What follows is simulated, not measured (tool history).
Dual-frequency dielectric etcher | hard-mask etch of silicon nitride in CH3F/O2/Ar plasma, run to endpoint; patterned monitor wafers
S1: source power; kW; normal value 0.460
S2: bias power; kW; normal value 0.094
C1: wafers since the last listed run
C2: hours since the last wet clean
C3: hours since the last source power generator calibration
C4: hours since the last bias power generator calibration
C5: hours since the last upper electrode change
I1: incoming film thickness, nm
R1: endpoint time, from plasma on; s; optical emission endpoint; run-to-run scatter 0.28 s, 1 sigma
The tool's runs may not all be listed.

run   hour     S1     S2   C1     C2      C3      C4      C5     I1    R1
  1    0.0  0.460  0.094    0   11.6  3229.0  2817.0  2462.7  34.22  39.7
  2   91.7  0.460  0.094  913  103.3  3320.7  2908.7  2554.4  33.89  38.4
  3  145.4  0.460  0.094  534  157.0  3374.4  2962.4  2608.1  33.82  38.6
  4  201.8  0.460  0.094  561  213.4  3430.8  3018.8  2664.5  33.89  38.5
  5  249.0  0.460  0.094  470  260.6  3478.0  3066.0  2711.7  33.94  38.1
     301.6  -- wet clean of the chamber
  6  302.1  0.460  0.110  289    0.5  3531.1  3119.1  2764.8  33.40  36.5
  7  393.7  0.460  0.110  912   92.1  3622.7  3210.7  2856.4  33.88  36.8
  8  448.5  0.560  0.076  545  146.9  3677.5  3265.5  2911.2  33.65  36.1

Predict the results of run 9:
  9  520.6  0.460  0.094  718  219.0  3749.6  3337.6  2983.3  33.63   ?

R1: 38.0 s
Minus the tool's unlogged condition, the same run would have read R1 39.2 s.

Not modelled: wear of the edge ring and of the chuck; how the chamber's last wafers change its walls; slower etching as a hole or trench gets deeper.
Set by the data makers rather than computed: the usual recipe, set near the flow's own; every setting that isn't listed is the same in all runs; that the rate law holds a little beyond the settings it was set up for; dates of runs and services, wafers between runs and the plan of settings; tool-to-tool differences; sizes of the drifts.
